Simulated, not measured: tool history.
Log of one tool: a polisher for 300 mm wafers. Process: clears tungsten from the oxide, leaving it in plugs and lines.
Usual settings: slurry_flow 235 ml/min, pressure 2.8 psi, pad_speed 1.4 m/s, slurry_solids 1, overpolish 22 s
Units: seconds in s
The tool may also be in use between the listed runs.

run	hour	slurry_flow	pressure	pad_speed	slurry_solids	overpolish	incoming thickness of the incoming film, nm	seconds
1	0	235	2.8	1.4	1.1	22	522.1	125.5
2	53.8	235	2.8	1.4	1.1	22	516.7	125.3
3	80.2	235	2.8	1.4	1.1	22	516	130.9
# hour 92.7: slurry blender recalibrated
4	110.3	285	2.8	1.4	0.85	22	508.1	122.8
5	168	235	2.8	1.64	1	22	515.5	110.5
# hour 171.6: slurry tank refilled with fresh slurry and peroxide
# hour 183.4: worn pad replaced by a new one
6	231.1	235	2.8	1.64	1	22	520.4	114.1
7	291.9	235	2.8	1.4	1	22	508.2	129.2
# hour 353.5: slurry blender recalibrated
8	358.3	235	2.8	1.4	1	22	515	125.2
# hour 412.2: worn pad replaced by a new one
9	425.5	180	2.8	1.64	1	22	517.7	113.3
# hour 443.7: slurry tank refilled with fresh slurry and peroxide
10	494.6	180	2.8	1.64	1	22	513.3	117.4
11	538.6	180	2.8	1.64	1	22	520.6	117.2
# hour 566.2: head pressure recalibrated
12	599.2	235	2.8	1.1	1	22	519	160.9
# hour 630.2: slurry blender recalibrated
# hour 645.9: worn pad replaced by a new one
13	646.4	235	2.8	1.4	1	22	516.6	123.9
14	684.1	235	2.8	1.4	1	22	515.3	124
# hour 728.1: slurry tank refilled with fresh slurry and peroxide
15	734.6	285	2.1	1.82	1	18	514.1	130.1
16	799.5	235	2.4	1.4	1.25	22	515.6	143.9
17	860.9	235	2.8	1.64	1	22	512.2	113.3
# hour 878.4: slurry nozzle cleaned
# hour 896: slurry blender recalibrated
# hour 899.7: worn pad replaced by a new one
18	922	270	2.8	1.4	0.75	22	526.3	126.8
# hour 954.6: slurry tank refilled with fresh slurry and peroxide
19	981.3	195	2.8	1.56	1	22	510.6	115
20	1033.7	235	2.8	1.22	1	27	515.1	144.8
21	1079.2	235	2.8	1.4	1	22	513.4	129.8
# hour 1111.6: worn pad replaced by a new one
# hour 1149.1: slurry blender recalibrated
22	1149.6	235	3.5	1.6	1	28	509.5	84.5
# hour 1194.6: slurry tank refilled with fresh slurry and peroxide
23	1204.8	310	2.8	1.4	1	35	511.2	121.2
24	1240.3	200	3.6	1.08	0.75	22	510	126.5

Measured less the same run without the tool's hidden state. The same run-to-run variation is in both; the gauge's scatter may not be:
The hidden state here: removal rate lost through wear of the pad, %; slurry flow missing at the pad, %; deviation of the head's pressure from its setpoint, %; abrasive missing from the slurry, %; peroxide lost from the slurry, %.
run	seconds
1	+7.1
2	+7.5
3	+7.9
4	+2.7
5	+5.2
6	+7
7	+8.8
8	+1.2
9	+4.6
10	+6.6
11	+7.1
12	+10.4
13	+1.6
14	+3.8
15	+5.9
16	+8
17	+6.7
18	+2.2
19	+4.6
20	+7.4
21	+7.3
22	+0.4
23	+4
24	+5.5
